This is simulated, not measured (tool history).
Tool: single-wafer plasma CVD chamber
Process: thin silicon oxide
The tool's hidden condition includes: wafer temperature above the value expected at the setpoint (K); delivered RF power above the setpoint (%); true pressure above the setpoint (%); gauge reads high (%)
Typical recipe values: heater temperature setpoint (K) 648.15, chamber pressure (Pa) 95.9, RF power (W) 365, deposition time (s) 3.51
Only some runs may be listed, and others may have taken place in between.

run,hour,heater temperature setpoint (K),chamber pressure (Pa),RF power (W),deposition time (s),wafers since the last listed run,hours since the last thermocouple change,hours since the last RF generator calibration,hours since the last manometer calibration,hours since the showerhead was replaced,hours since the gauge calibration,"read-back reference wafer on the same gauge, thickness_nm",mean film thickness on the monitor wafer (nm)
1,0.0,648.15,95.9,365,3.51,0,1721.4,503.1,1002.5,6628.6,904.3,7.678,6.956
2,43.8,648.15,95.9,365,3.51,1022,1765.2,546.9,1046.3,6672.4,948.1,7.669,6.891
3,95.4,648.15,95.9,365,3.51,1204,1816.8,598.5,1097.9,6724.0,999.7,7.680,6.915
4,123.9,648.15,95.9,365,3.76,665,1845.3,627.0,1126.4,6752.5,1028.2,7.666,7.410
5,161.4,648.15,110.1,365,3.51,875,1882.8,664.5,1163.9,6790.0,1065.7,7.667,7.895
6,229.2,648.15,110.1,365,3.51,1582,1950.6,732.3,1231.7,6857.8,1133.5,7.654,7.893
7,262.3,648.15,95.9,365,3.51,772,1983.7,765.4,1264.8,6890.9,1166.6,7.653,6.865
8,319.1,648.15,95.9,365,3.51,1325,2040.5,822.2,1321.6,6947.7,1223.4,7.639,6.875
9,355.6,648.15,95.9,365,3.51,851,2077.0,858.7,1358.1,6984.2,1259.9,7.632,6.913
10,403.9,648.15,95.9,365,3.07,1127,2125.3,907.0,1406.4,7032.5,1308.2,7.629,6.003
# hour 425.4: showerhead replaced
11,604.2,648.15,95.9,365,3.07,4487,2325.6,1107.3,1606.7,178.8,1508.5,7.602,5.978
# hour 618.7: capacitance manometer re-zeroed and calibrated
# hour 663.5: RF generator calibrated
12,664.0,648.15,95.9,365,3.51,1022,2385.4,0.5,45.3,238.6,1568.3,7.610,6.793
13,694.2,656.15,78.3,365,3.26,704,2415.6,30.7,75.5,268.8,1598.5,7.596,5.124
14,750.2,648.15,95.9,365,3.51,1306,2471.6,86.7,131.5,324.8,1654.5,7.577,6.824
15,777.2,635.15,118.3,320,3.74,630,2498.6,113.7,158.5,351.8,1681.5,7.584,8.487
16,808.9,648.15,95.9,365,3.51,739,2530.3,145.4,190.2,383.5,1713.2,7.573,6.824
17,840.0,662.15,80.8,390,3.74,725,2561.4,176.5,221.3,414.6,1744.3,7.569,6.124
# hour 867.4: thermocouple changed; heater temperature recalibrated
# hour 869.1: gauge calibrated
18,883.7,648.15,95.9,365,3.51,833,16.3,220.2,265.0,458.3,14.6,7.728,6.942
19,926.8,658.15,84.1,345,3.51,1005,59.4,263.3,308.1,501.4,57.7,7.738,5.947
20,979.8,648.15,95.9,365,3.51,1236,112.4,316.3,361.1,554.4,110.7,7.724,6.931
21,1023.8,648.15,95.9,365,3.51,1026,156.4,360.3,405.1,598.4,154.7,7.718,6.983
22,1078.7,642.15,95.9,365,3.51,1281,211.3,415.2,460.0,653.3,209.6,7.729,6.986
23,1131.4,648.15,95.9,395,2.88,1229,264.0,467.9,512.7,706.0,262.3,7.721,5.856
24,1180.3,637.15,95.9,425,3.14,1141,312.9,516.8,561.6,754.9,311.2,7.733,6.555
25,1209.2,648.15,95.9,365,3.20,674,341.8,545.7,590.5,783.8,340.1,7.720,6.317
26,1239.0,643.15,95.9,295,4.02,695,371.6,575.5,620.3,813.6,369.9,7.728,7.506
27,1295.3,635.15,76.5,420,3.32,1313,427.9,631.8,676.6,869.9,426.2,7.729,5.454
28,1343.2,656.15,83.2,435,3.95,1117,475.8,679.7,724.5,917.8,474.1,7.718,7.048
29,1408.0,648.15,95.9,365,3.51,1512,540.6,744.5,789.3,982.6,538.9,7.709,6.937

Measured result minus the same run's result without the hidden state. Both carry the same run-to-run variation, though not necessarily the same gauge scatter:
run,mean film thickness on the monitor wafer (nm)
1,-0.045
2,-0.048
3,-0.053
4,-0.059
5,-0.067
6,-0.075
7,-0.069
8,-0.075
9,-0.079
10,-0.074
11,-0.096
12,-0.119
13,-0.093
14,-0.132
15,-0.169
16,-0.141
17,-0.131
18,+0.000
19,+0.000
20,+0.000
21,-0.001
22,-0.001
23,-0.003
24,-0.003
25,-0.004
26,-0.006
27,-0.006
28,-0.010
29,-0.013

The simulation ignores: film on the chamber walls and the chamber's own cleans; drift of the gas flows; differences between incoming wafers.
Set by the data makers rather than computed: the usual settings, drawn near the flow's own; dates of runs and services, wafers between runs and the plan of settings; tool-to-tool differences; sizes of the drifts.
